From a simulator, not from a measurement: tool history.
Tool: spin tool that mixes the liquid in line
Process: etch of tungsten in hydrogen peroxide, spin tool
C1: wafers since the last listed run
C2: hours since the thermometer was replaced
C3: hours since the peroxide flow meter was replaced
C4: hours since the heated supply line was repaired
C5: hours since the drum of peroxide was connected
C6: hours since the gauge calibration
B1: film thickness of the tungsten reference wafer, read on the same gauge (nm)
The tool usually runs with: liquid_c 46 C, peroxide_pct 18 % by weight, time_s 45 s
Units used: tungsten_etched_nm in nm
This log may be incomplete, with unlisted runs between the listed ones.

{"run": 1, "hour": 0.0, "liquid_c": 40.5, "peroxide_pct": 18, "time_s": 45, "C1": 0, "C2": 1000.1, "C3": 876.2, "C4": 3176.4, "C5": 299.5, "C6": 102.7, "B1": 120.03, "tungsten_etched_nm": 42.32}
{"run": 2, "hour": 10.2, "liquid_c": 40.5, "peroxide_pct": 18, "time_s": 45, "C1": 97, "C2": 1010.3, "C3": 886.4, "C4": 3186.6, "C5": 309.7, "C6": 112.9, "B1": 120.02, "tungsten_etched_nm": 42.26}
{"run": 3, "hour": 25.6, "liquid_c": 46, "peroxide_pct": 18, "time_s": 30, "C1": 147, "C2": 1025.7, "C3": 901.8, "C4": 3202, "C5": 325.1, "C6": 128.3, "B1": 120.01, "tungsten_etched_nm": 39.84}
{"run": 4, "hour": 36.5, "liquid_c": 46, "peroxide_pct": 18, "time_s": 30, "C1": 104, "C2": 1036.6, "C3": 912.7, "C4": 3212.9, "C5": 336, "C6": 139.2, "B1": 120.02, "tungsten_etched_nm": 39.75}
{"run": 5, "hour": 48.3, "liquid_c": 46, "peroxide_pct": 18, "time_s": 60, "C1": 113, "C2": 1048.4, "C3": 924.5, "C4": 3224.7, "C5": 347.8, "C6": 151, "B1": 119.99, "tungsten_etched_nm": 79.91}
{"run": 6, "hour": 54.9, "liquid_c": 46, "peroxide_pct": 18, "time_s": 60, "C1": 63, "C2": 1055, "C3": 931.1, "C4": 3231.3, "C5": 354.4, "C6": 157.6, "B1": 120, "tungsten_etched_nm": 79.54}
{"run": 7, "hour": 71.3, "liquid_c": 46, "peroxide_pct": 18, "time_s": 45, "C1": 157, "C2": 1071.4, "C3": 947.5, "C4": 3247.7, "C5": 370.8, "C6": 174, "B1": 119.99, "tungsten_etched_nm": 60.06}
{"hour": 84.5, "done": "heated supply line repaired"}
{"run": 8, "hour": 85.2, "liquid_c": 46, "peroxide_pct": 18, "time_s": 45, "C1": 123, "C2": 1085.3, "C3": 961.4, "C4": 0.7, "C5": 384.7, "C6": 187.9, "B1": 119.94, "tungsten_etched_nm": 60.16}
{"hour": 97.1, "done": "thermometer replaced"}
{"hour": 97.9, "done": "peroxide flow meter replaced"}
{"run": 9, "hour": 98.7, "liquid_c": 52.5, "peroxide_pct": 20, "time_s": 65, "C1": 112, "C2": 1.6, "C3": 0.8, "C4": 14.2, "C5": 398.2, "C6": 201.4, "B1": 119.98, "tungsten_etched_nm": 117.79}
{"run": 10, "hour": 109.0, "liquid_c": 52, "peroxide_pct": 22.5, "time_s": 60, "C1": 98, "C2": 11.9, "C3": 11.1, "C4": 24.5, "C5": 408.5, "C6": 211.7, "B1": 120.02, "tungsten_etched_nm": 111.68}
{"hour": 111.5, "done": "new drum of peroxide connected"}
{"run": 11, "hour": 118.7, "liquid_c": 46, "peroxide_pct": 18, "time_s": 45, "C1": 83, "C2": 21.6, "C3": 20.8, "C4": 34.2, "C5": 7.2, "C6": 221.4, "B1": 119.98, "tungsten_etched_nm": 53.63}
{"hour": 123.3, "done": "gauge calibrated"}
{"run": 12, "hour": 136.3, "liquid_c": 46, "peroxide_pct": 12.5, "time_s": 65, "C1": 168, "C2": 39.2, "C3": 38.4, "C4": 51.8, "C5": 24.8, "C6": 13, "B1": 120.01, "tungsten_etched_nm": 64.33}
{"run": 13, "hour": 142.4, "liquid_c": 42.5, "peroxide_pct": 12.5, "time_s": 55, "C1": 58, "C2": 45.3, "C3": 44.5, "C4": 57.9, "C5": 30.9, "C6": 19.1, "B1": 120, "tungsten_etched_nm": 44.24}
{"run": 14, "hour": 149.7, "liquid_c": 55, "peroxide_pct": 18, "time_s": 45, "C1": 69, "C2": 52.6, "C3": 51.8, "C4": 65.2, "C5": 38.2, "C6": 26.4, "B1": 119.98, "tungsten_etched_nm": 93.14}
{"run": 15, "hour": 164.9, "liquid_c": 41, "peroxide_pct": 20, "time_s": 45, "C1": 145, "C2": 67.8, "C3": 67, "C4": 80.4, "C5": 53.4, "C6": 41.6, "B1": 120.01, "tungsten_etched_nm": 41.08}
{"run": 16, "hour": 178.4, "liquid_c": 46, "peroxide_pct": 18, "time_s": 45, "C1": 129, "C2": 81.3, "C3": 80.5, "C4": 93.9, "C5": 66.9, "C6": 55.1, "B1": 120.05, "tungsten_etched_nm": 53.77}

The tool's hidden state at each run:
peroxide flow below the setpoint (%): 0, the same for each run
temperature lost on the way to the wafer (K): 0, the same for each run
gauge reads high (%): 0, the same for each run
H1: liquid hotter than its thermometer reads (K)
H2: peroxide weaker than its label (%)
run=1 H1=2.38 H2=6.72
run=2 H1=2.4 H2=6.94
run=3 H1=2.43 H2=7.26
run=4 H1=2.46 H2=7.48
run=5 H1=2.48 H2=7.73
run=6 H1=2.5 H2=7.87
run=7 H1=2.54 H2=8.21
run=8 H1=2.57 H2=8.5
run=9 H1=0.165 H2=8.78
run=10 H1=0.188 H2=8.99
run=11 H1=0.21 H2=1.29
run=12 H1=0.249 H2=1.66
run=13 H1=0.263 H2=1.78
run=14 H1=0.279 H2=1.94
run=15 H1=0.313 H2=2.25
run=16 H1=0.343 H2=2.53
